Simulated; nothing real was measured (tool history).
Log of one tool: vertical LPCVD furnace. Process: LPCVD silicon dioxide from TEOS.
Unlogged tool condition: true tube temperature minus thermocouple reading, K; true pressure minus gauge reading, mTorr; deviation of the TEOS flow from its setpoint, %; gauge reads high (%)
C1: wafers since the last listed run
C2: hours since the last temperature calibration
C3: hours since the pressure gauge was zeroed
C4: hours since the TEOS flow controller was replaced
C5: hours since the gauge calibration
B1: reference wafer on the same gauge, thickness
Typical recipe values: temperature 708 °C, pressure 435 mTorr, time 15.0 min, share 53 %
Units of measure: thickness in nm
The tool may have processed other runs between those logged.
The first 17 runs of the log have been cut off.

{"run": 18, "hour": 437.7, "temperature": 708, "pressure": 435, "time": 15.0, "share": 53, "C1": 160, "C2": 4617.6, "C3": 12.1, "C4": 132.4, "C5": 95.7, "B1": 161.17, "thickness": 155.91}
{"hour": 518.9, "done": "thermocouples replaced and temperature profile calibrated"}
{"run": 19, "hour": 531.6, "temperature": 699, "pressure": 365, "time": 15.0, "share": 53, "C1": 964, "C2": 12.7, "C3": 106.0, "C4": 226.3, "C5": 189.6, "B1": 161.1, "thickness": 107.72}
{"run": 20, "hour": 550.1, "temperature": 708, "pressure": 380, "time": 15.0, "share": 53, "C1": 255, "C2": 31.2, "C3": 124.5, "C4": 244.8, "C5": 208.1, "B1": 160.91, "thickness": 134.71}
{"run": 21, "hour": 578.6, "temperature": 708, "pressure": 435, "time": 15.0, "share": 53, "C1": 393, "C2": 59.7, "C3": 153.0, "C4": 273.3, "C5": 236.6, "B1": 160.98, "thickness": 145.54}
{"run": 22, "hour": 611.2, "temperature": 708, "pressure": 520, "time": 15.0, "share": 59, "C1": 449, "C2": 92.3, "C3": 185.6, "C4": 305.9, "C5": 269.2, "B1": 160.93, "thickness": 167.42}
{"run": 23, "hour": 638.8, "temperature": 704, "pressure": 345, "time": 15.0, "share": 48, "C1": 380, "C2": 119.9, "C3": 213.2, "C4": 333.5, "C5": 296.8, "B1": 161.04, "thickness": 111.71}
{"run": 24, "hour": 673.3, "temperature": 703, "pressure": 435, "time": 20.0, "share": 53, "C1": 475, "C2": 154.4, "C3": 247.7, "C4": 368.0, "C5": 331.3, "B1": 160.93, "thickness": 171.99}
{"run": 25, "hour": 707.7, "temperature": 712, "pressure": 525, "time": 18.5, "share": 60, "C1": 474, "C2": 188.8, "C3": 282.1, "C4": 402.4, "C5": 365.7, "B1": 161.02, "thickness": 227.56}
{"run": 26, "hour": 721.4, "temperature": 708, "pressure": 385, "time": 15.0, "share": 60, "C1": 189, "C2": 202.5, "C3": 295.8, "C4": 416.1, "C5": 379.4, "B1": 160.96, "thickness": 145.43}
{"run": 27, "hour": 737.2, "temperature": 708, "pressure": 435, "time": 15.0, "share": 53, "C1": 217, "C2": 218.3, "C3": 311.6, "C4": 431.9, "C5": 395.2, "B1": 161.13, "thickness": 144.29}
{"run": 28, "hour": 779.7, "temperature": 708, "pressure": 470, "time": 15.0, "share": 53, "C1": 586, "C2": 260.8, "C3": 354.1, "C4": 474.4, "C5": 437.7, "B1": 161.07, "thickness": 150.18}
{"run": 29, "hour": 804.9, "temperature": 718, "pressure": 510, "time": 19.5, "share": 61, "C1": 347, "C2": 286.0, "C3": 379.3, "C4": 499.6, "C5": 462.9, "B1": 161.3, "thickness": 274.61}
{"run": 30, "hour": 830.3, "temperature": 716, "pressure": 470, "time": 17.0, "share": 53, "C1": 350, "C2": 311.4, "C3": 404.7, "C4": 525.0, "C5": 488.3, "B1": 161.12, "thickness": 203.68}

Here are 4 independent what-if runs from the current tool condition. What would each one return?
{"run": "A", "hour": 834.6, "temperature": 708, "pressure": 365, "time": 15.0, "share": 53, "C1": 59, "C2": 315.7, "C3": 409.0, "C4": 529.3, "C5": 492.6, "B1": "?", "thickness": "?"}
{"run": "B", "hour": 834.6, "temperature": 708, "pressure": 435, "time": 12.5, "share": 53, "C1": 59, "C2": 315.7, "C3": 409.0, "C4": 529.3, "C5": 492.6, "B1": "?", "thickness": "?"}
{"run": "C", "hour": 834.6, "temperature": 708, "pressure": 350, "time": 17.0, "share": 53, "C1": 59, "C2": 315.7, "C3": 409.0, "C4": 529.3, "C5": 492.6, "B1": "?", "thickness": "?"}
{"run": "D", "hour": 834.6, "temperature": 708, "pressure": 390, "time": 15.0, "share": 53, "C1": 59, "C2": 315.7, "C3": 409.0, "C4": 529.3, "C5": 492.6, "B1": "?", "thickness": "?"}

run=A B1=161.10 thickness=132.36
run=B B1=161.10 thickness=120.41
run=C B1=161.10 thickness=146.89
run=D B1=161.10 thickness=136.82
With no hidden state in the tool, these same runs would have given:
run=A thickness=130.30
run=B thickness=118.54
run=C thickness=144.61
run=D thickness=134.69

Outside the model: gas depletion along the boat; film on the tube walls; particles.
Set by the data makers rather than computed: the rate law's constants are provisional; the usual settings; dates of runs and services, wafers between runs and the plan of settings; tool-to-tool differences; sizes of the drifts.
